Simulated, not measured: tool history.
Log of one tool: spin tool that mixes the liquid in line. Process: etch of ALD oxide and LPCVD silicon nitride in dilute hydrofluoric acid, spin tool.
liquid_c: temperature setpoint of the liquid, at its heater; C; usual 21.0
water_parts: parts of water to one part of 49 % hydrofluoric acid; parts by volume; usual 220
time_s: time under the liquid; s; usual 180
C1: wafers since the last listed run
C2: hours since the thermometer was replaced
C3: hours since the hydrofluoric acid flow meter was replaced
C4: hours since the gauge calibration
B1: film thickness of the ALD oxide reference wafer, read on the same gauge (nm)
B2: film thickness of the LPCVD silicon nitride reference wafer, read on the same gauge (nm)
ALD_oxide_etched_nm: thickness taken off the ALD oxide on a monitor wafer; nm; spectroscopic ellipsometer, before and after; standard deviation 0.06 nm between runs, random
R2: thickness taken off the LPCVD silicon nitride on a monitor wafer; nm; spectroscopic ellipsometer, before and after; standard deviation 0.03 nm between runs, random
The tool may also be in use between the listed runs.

{"run": 1, "hour": 0.0, "liquid_c": 23.5, "water_parts": 220, "time_s": 180, "C1": 0, "C2": 1974.5, "C3": 532.0, "C4": 1622.9, "B1": 40.03, "B2": 149.992, "ALD_oxide_etched_nm": 8.08, "R2": 0.399}
{"run": 2, "hour": 42.8, "liquid_c": 21.0, "water_parts": 300, "time_s": 180, "C1": 378, "C2": 2017.3, "C3": 574.8, "C4": 1665.7, "B1": 40.01, "B2": 150.032, "ALD_oxide_etched_nm": 5.11, "R2": 0.215}
{"run": 3, "hour": 97.0, "liquid_c": 21.0, "water_parts": 300, "time_s": 180, "C1": 478, "C2": 2071.5, "C3": 629.0, "C4": 1719.9, "B1": 40.01, "B2": 150.018, "ALD_oxide_etched_nm": 5.02, "R2": 0.255}
{"run": 4, "hour": 188.8, "liquid_c": 18.0, "water_parts": 220, "time_s": 180, "C1": 810, "C2": 2163.3, "C3": 720.8, "C4": 1811.7, "B1": 40.04, "B2": 150.016, "ALD_oxide_etched_nm": 6.6, "R2": 0.251}
{"run": 5, "hour": 233.2, "liquid_c": 18.5, "water_parts": 130, "time_s": 210, "C1": 392, "C2": 2207.7, "C3": 765.2, "C4": 1856.1, "B1": 40.01, "B2": 149.986, "ALD_oxide_etched_nm": 14.59, "R2": 0.491}
{"run": 6, "hour": 549.7, "liquid_c": 24.0, "water_parts": 220, "time_s": 250, "C1": 2796, "C2": 2524.2, "C3": 1081.7, "C4": 2172.6, "B1": 40.01, "B2": 149.991, "ALD_oxide_etched_nm": 11.62, "R2": 0.518}
{"run": 7, "hour": 601.3, "liquid_c": 21.0, "water_parts": 220, "time_s": 180, "C1": 455, "C2": 2575.8, "C3": 1133.3, "C4": 2224.2, "B1": 40.0, "B2": 149.974, "ALD_oxide_etched_nm": 7.55, "R2": 0.355}
{"run": 8, "hour": 705.8, "liquid_c": 23.0, "water_parts": 305, "time_s": 145, "C1": 923, "C2": 2680.3, "C3": 1237.8, "C4": 2328.7, "B1": 40.01, "B2": 150.014, "ALD_oxide_etched_nm": 4.31, "R2": 0.237}
{"run": 9, "hour": 774.0, "liquid_c": 22.5, "water_parts": 275, "time_s": 260, "C1": 602, "C2": 2748.5, "C3": 1306.0, "C4": 2396.9, "B1": 40.01, "B2": 150.01, "ALD_oxide_etched_nm": 8.93, "R2": 0.402}
{"hour": 799.0, "done": "thermometer replaced"}
{"run": 10, "hour": 831.3, "liquid_c": 17.5, "water_parts": 285, "time_s": 180, "C1": 497, "C2": 32.3, "C3": 1363.3, "C4": 2454.2, "B1": 39.98, "B2": 149.95, "ALD_oxide_etched_nm": 4.77, "R2": 0.212}
{"run": 11, "hour": 874.9, "liquid_c": 21.0, "water_parts": 220, "time_s": 180, "C1": 385, "C2": 75.9, "C3": 1406.9, "C4": 2497.8, "B1": 39.99, "B2": 149.991, "ALD_oxide_etched_nm": 7.52, "R2": 0.365}
{"hour": 954.1, "done": "gauge calibrated"}
{"run": 12, "hour": 977.4, "liquid_c": 21.0, "water_parts": 220, "time_s": 180, "C1": 905, "C2": 178.4, "C3": 1509.4, "C4": 23.3, "B1": 40.0, "B2": 149.976, "ALD_oxide_etched_nm": 7.53, "R2": 0.315}
{"run": 13, "hour": 1049.9, "liquid_c": 18.0, "water_parts": 220, "time_s": 180, "C1": 640, "C2": 250.9, "C3": 1581.9, "C4": 95.8, "B1": 40.02, "B2": 150.012, "ALD_oxide_etched_nm": 6.84, "R2": 0.284}
{"hour": 1111.6, "done": "hydrofluoric acid flow meter replaced"}
{"run": 14, "hour": 1337.5, "liquid_c": 25.0, "water_parts": 135, "time_s": 225, "C1": 2531, "C2": 538.5, "C3": 225.9, "C4": 383.4, "B1": 39.98, "B2": 150.019, "ALD_oxide_etched_nm": 19.13, "R2": 0.867}
{"run": 15, "hour": 1437.4, "liquid_c": 21.0, "water_parts": 220, "time_s": 180, "C1": 882, "C2": 638.4, "C3": 325.8, "C4": 483.3, "B1": 40.02, "B2": 149.998, "ALD_oxide_etched_nm": 7.43, "R2": 0.319}
{"run": 16, "hour": 1503.4, "liquid_c": 21.0, "water_parts": 220, "time_s": 75, "C1": 583, "C2": 704.4, "C3": 391.8, "C4": 549.3, "B1": 39.97, "B2": 149.961, "ALD_oxide_etched_nm": 3.09, "R2": 0.156}
{"run": 17, "hour": 1585.7, "liquid_c": 21.0, "water_parts": 130, "time_s": 215, "C1": 727, "C2": 786.7, "C3": 474.1, "C4": 631.6, "B1": 40.01, "B2": 149.967, "ALD_oxide_etched_nm": 16.56, "R2": 0.701}
{"run": 18, "hour": 1631.2, "liquid_c": 21.0, "water_parts": 120, "time_s": 95, "C1": 401, "C2": 832.2, "C3": 519.6, "C4": 677.1, "B1": 39.98, "B2": 149.983, "ALD_oxide_etched_nm": 7.93, "R2": 0.321}
{"run": 19, "hour": 1686.9, "liquid_c": 21.0, "water_parts": 220, "time_s": 180, "C1": 492, "C2": 887.9, "C3": 575.3, "C4": 732.8, "B1": 40.03, "B2": 150.037, "ALD_oxide_etched_nm": 7.3, "R2": 0.306}
{"run": 20, "hour": 1779.7, "liquid_c": 21.0, "water_parts": 275, "time_s": 180, "C1": 819, "C2": 980.7, "C3": 668.1, "C4": 825.6, "B1": 39.99, "B2": 149.98, "ALD_oxide_etched_nm": 5.69, "R2": 0.277}
{"run": 21, "hour": 1831.1, "liquid_c": 19.0, "water_parts": 250, "time_s": 135, "C1": 454, "C2": 1032.1, "C3": 719.5, "C4": 877.0, "B1": 39.99, "B2": 150.023, "ALD_oxide_etched_nm": 4.35, "R2": 0.236}
{"run": 22, "hour": 1937.3, "liquid_c": 21.0, "water_parts": 220, "time_s": 180, "C1": 938, "C2": 1138.3, "C3": 825.7, "C4": 983.2, "B1": 40.02, "B2": 150.053, "ALD_oxide_etched_nm": 7.53, "R2": 0.364}
{"run": 23, "hour": 1975.4, "liquid_c": 24.5, "water_parts": 145, "time_s": 275, "C1": 336, "C2": 1176.4, "C3": 863.8, "C4": 1021.3, "B1": 40.0, "B2": 150.04, "ALD_oxide_etched_nm": 21.25, "R2": 1.059}
{"run": 24, "hour": 2013.3, "liquid_c": 17.5, "water_parts": 220, "time_s": 75, "C1": 334, "C2": 1214.3, "C3": 901.7, "C4": 1059.2, "B1": 40.01, "B2": 149.984, "ALD_oxide_etched_nm": 2.72, "R2": 0.11}
{"run": 25, "hour": 2104.8, "liquid_c": 17.0, "water_parts": 220, "time_s": 180, "C1": 808, "C2": 1305.8, "C3": 993.2, "C4": 1150.7, "B1": 40.0, "B2": 149.976, "ALD_oxide_etched_nm": 6.37, "R2": 0.303}

Forecast each of these 5 alternatives for the next run:
{"run": "A", "hour": 2105.3, "liquid_c": 21.0, "water_parts": 220, "time_s": 180, "C1": 4, "C2": 1306.3, "C3": 993.7, "C4": 1151.2, "B1": "?", "B2": "?", "ALD_oxide_etched_nm": "?", "R2": "?"}
{"run": "B", "hour": 2105.3, "liquid_c": 21.0, "water_parts": 220, "time_s": 135, "C1": 4, "C2": 1306.3, "C3": 993.7, "C4": 1151.2, "B1": "?", "B2": "?", "ALD_oxide_etched_nm": "?", "R2": "?"}
{"run": "C", "hour": 2105.3, "liquid_c": 17.5, "water_parts": 285, "time_s": 140, "C1": 4, "C2": 1306.3, "C3": 993.7, "C4": 1151.2, "B1": "?", "B2": "?", "ALD_oxide_etched_nm": "?", "R2": "?"}
{"run": "D", "hour": 2105.3, "liquid_c": 25.0, "water_parts": 285, "time_s": 85, "C1": 4, "C2": 1306.3, "C3": 993.7, "C4": 1151.2, "B1": "?", "B2": "?", "ALD_oxide_etched_nm": "?", "R2": "?"}
{"run": "E", "hour": 2105.3, "liquid_c": 21.0, "water_parts": 290, "time_s": 180, "C1": 4, "C2": 1306.3, "C3": 993.7, "C4": 1151.2, "B1": "?", "B2": "?", "ALD_oxide_etched_nm": "?", "R2": "?"}

run=A B1=39.99 B2=149.962 ALD_oxide_etched_nm=7.54 R2=0.330
run=B B1=39.99 B2=149.962 ALD_oxide_etched_nm=5.66 R2=0.247
run=C B1=39.99 B2=149.962 ALD_oxide_etched_nm=3.74 R2=0.159
run=D B1=39.99 B2=149.962 ALD_oxide_etched_nm=2.98 R2=0.155
run=E B1=39.99 B2=149.962 ALD_oxide_etched_nm=5.36 R2=0.252
The same runs, with their run-to-run variation unchanged, on a tool lacking any hidden condition would have given:
run=A ALD_oxide_etched_nm=7.35 R2=0.323
run=B ALD_oxide_etched_nm=5.51 R2=0.242
run=C ALD_oxide_etched_nm=3.64 R2=0.156
run=D ALD_oxide_etched_nm=2.90 R2=0.152
run=E ALD_oxide_etched_nm=5.22 R2=0.247

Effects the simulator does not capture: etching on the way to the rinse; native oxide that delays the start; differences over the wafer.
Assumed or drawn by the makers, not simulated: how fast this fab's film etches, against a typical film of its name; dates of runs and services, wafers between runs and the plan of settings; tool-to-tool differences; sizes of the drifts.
